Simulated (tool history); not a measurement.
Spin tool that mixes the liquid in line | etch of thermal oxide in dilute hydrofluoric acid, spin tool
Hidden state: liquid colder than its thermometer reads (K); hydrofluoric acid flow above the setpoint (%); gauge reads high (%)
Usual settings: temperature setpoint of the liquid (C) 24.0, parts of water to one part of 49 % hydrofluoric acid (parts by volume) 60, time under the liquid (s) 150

run	hour	temperature setpoint of the liquid (C)	parts of water to one part of 49 % hydrofluoric acid (parts by volume)	time under the liquid (s)	wafers since the last listed run	hours since the thermometer was replaced	hours since the hydrofluoric acid flow meter was replaced	hours since the gauge calibration	read-back film thickness of the thermal oxide reference wafer, read on the same gauge (nm)	thickness taken off the thermal oxide on a monitor wafer (Å)
1	0.0	24.0	60	150	0	2213.7	1278.4	42.1	29.99	118.9
2	16.6	24.0	60	150	144	2230.3	1295.0	58.7	30.01	118.6
3	29.5	24.0	60	150	111	2243.2	1307.9	71.6	30.03	119.2
4	45.7	24.0	60	170	140	2259.4	1324.1	87.8	29.97	134.5
5	61.0	24.0	60	170	132	2274.7	1339.4	103.1	29.99	134.0
6	82.1	24.0	60	170	183	2295.8	1360.5	124.2	29.96	133.8
7	99.0	24.0	60	150	146	2312.7	1377.4	141.1	30.03	119.0
8	124.8	24.0	60	150	223	2338.5	1403.2	166.9	29.97	118.5
9	138.9	24.0	60	150	122	2352.6	1417.3	181.0	30.01	118.4
10	152.9	24.0	60	130	121	2366.6	1431.3	195.0	30.00	102.0
# hour 157.6: gauge calibrated
11	159.3	24.0	60	150	55	2373.0	1437.7	1.7	29.99	118.9
12	172.2	26.5	75	220	111	2385.9	1450.6	14.6	29.99	151.6
# hour 174.9: thermometer replaced
13	178.6	20.5	45	205	46	3.7	1457.0	21.0	30.07	191.0
14	187.9	24.0	60	215	80	13.0	1466.3	30.3	30.00	169.7
15	197.3	28.0	60	105	81	22.4	1475.7	39.7	29.93	98.0
# hour 210.6: hydrofluoric acid flow meter replaced
16	214.1	24.0	60	150	137	39.2	3.5	56.5	30.03	118.9
17	223.0	26.5	60	75	77	48.1	12.4	65.4	30.01	65.3
18	230.8	27.5	60	150	67	55.9	20.2	73.2	30.02	136.6
19	238.2	24.0	30	75	64	63.3	27.6	80.6	30.00	123.4
20	250.4	24.0	60	150	105	75.5	39.8	92.8	29.99	118.2
21	258.7	24.0	60	150	72	83.8	48.1	101.1	30.02	119.0
22	275.2	24.0	60	150	143	100.3	64.6	117.6	30.01	118.5

How the hidden state differs across the entries between the runs, from the last listed run before each to the first after it:
Between runs 10 and 11: gauge calibrated (hour 157.6)
  no hidden state differs between the two runs
Between runs 12 and 13: thermometer replaced (hour 174.9)
  no hidden state differs between the two runs
Between runs 15 and 16: hydrofluoric acid flow meter replaced (hour 210.6)
  no hidden state differs between the two runs
